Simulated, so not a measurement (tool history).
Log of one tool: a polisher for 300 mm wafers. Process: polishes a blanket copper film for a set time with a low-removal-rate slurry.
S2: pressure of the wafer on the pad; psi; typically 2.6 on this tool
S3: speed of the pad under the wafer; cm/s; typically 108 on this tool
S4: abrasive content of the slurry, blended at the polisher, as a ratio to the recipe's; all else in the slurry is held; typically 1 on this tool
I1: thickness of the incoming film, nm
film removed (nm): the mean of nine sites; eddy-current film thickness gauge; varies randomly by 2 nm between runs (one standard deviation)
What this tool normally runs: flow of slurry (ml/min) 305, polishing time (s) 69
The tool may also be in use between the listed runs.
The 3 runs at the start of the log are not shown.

run 4 hour=64.5 | flow_of_slurry_(ml/min)=305 S2=2.6 S3=108 S4=1 polishing_time_(s)=69 | I1=1184.9 | film_removed_(nm)=162.8
run 5 hour=76.9 | flow_of_slurry_(ml/min)=305 S2=2.6 S3=108 S4=1 polishing_time_(s)=69 | I1=1221.3 | film_removed_(nm)=162
run 6 hour=97.1 | flow_of_slurry_(ml/min)=305 S2=2.6 S3=108 S4=1 polishing_time_(s)=69 | I1=1194.2 | film_removed_(nm)=159.5
run 7 hour=121.7 | flow_of_slurry_(ml/min)=305 S2=2.6 S3=108 S4=1 polishing_time_(s)=69 | I1=1196.4 | film_removed_(nm)=163.2
run 8 hour=151.4 | flow_of_slurry_(ml/min)=305 S2=2.6 S3=108 S4=1 polishing_time_(s)=69 | I1=1192.5 | film_removed_(nm)=159.7
-- hour=157.3 worn pad replaced by a new one
run 9 hour=185.6 | flow_of_slurry_(ml/min)=305 S2=2.6 S3=108 S4=1 polishing_time_(s)=69 | I1=1212.5 | film_removed_(nm)=158.5
run 10 hour=209.3 | flow_of_slurry_(ml/min)=305 S2=2.6 S3=108 S4=1 polishing_time_(s)=69 | I1=1195 | film_removed_(nm)=161.4
run 11 hour=235.5 | flow_of_slurry_(ml/min)=305 S2=2.6 S3=108 S4=1 polishing_time_(s)=69 | I1=1192 | film_removed_(nm)=161.8
-- hour=243.8 slurry nozzle cleaned
run 12 hour=250.2 | flow_of_slurry_(ml/min)=305 S2=2.6 S3=108 S4=1 polishing_time_(s)=69 | I1=1183.3 | film_removed_(nm)=155.4
-- hour=270.3 slurry blender recalibrated
run 13 hour=276.3 | flow_of_slurry_(ml/min)=305 S2=2.6 S3=92 S4=1 polishing_time_(s)=69 | I1=1209.3 | film_removed_(nm)=133.9
-- hour=284.6 worn pad replaced by a new one
run 14 hour=305.3 | flow_of_slurry_(ml/min)=305 S2=2.6 S3=92 S4=1 polishing_time_(s)=69 | I1=1227.7 | film_removed_(nm)=135.1
run 15 hour=322.6 | flow_of_slurry_(ml/min)=305 S2=2.6 S3=108 S4=1 polishing_time_(s)=69 | I1=1185.2 | film_removed_(nm)=154
-- hour=355.3 head pressure recalibrated
-- hour=363.1 slurry blender recalibrated, repeated, since the last time left the tool worse
run 16 hour=366.1 | flow_of_slurry_(ml/min)=265 S2=2.2 S3=108 S4=1 polishing_time_(s)=69 | I1=1211.5 | film_removed_(nm)=134.1

Run 17 is up next; what results do you expect?
run 17 hour=392.7 | flow_of_slurry_(ml/min)=305 S2=2.6 S3=108 S4=1 polishing_time_(s)=69 | I1=1190.8 | film_removed_(nm)=?

Run 17 gave film removed (nm) 159.
With the hidden condition absent and the run-to-run variation left alone, this run would have shown film removed (nm) 160.7.
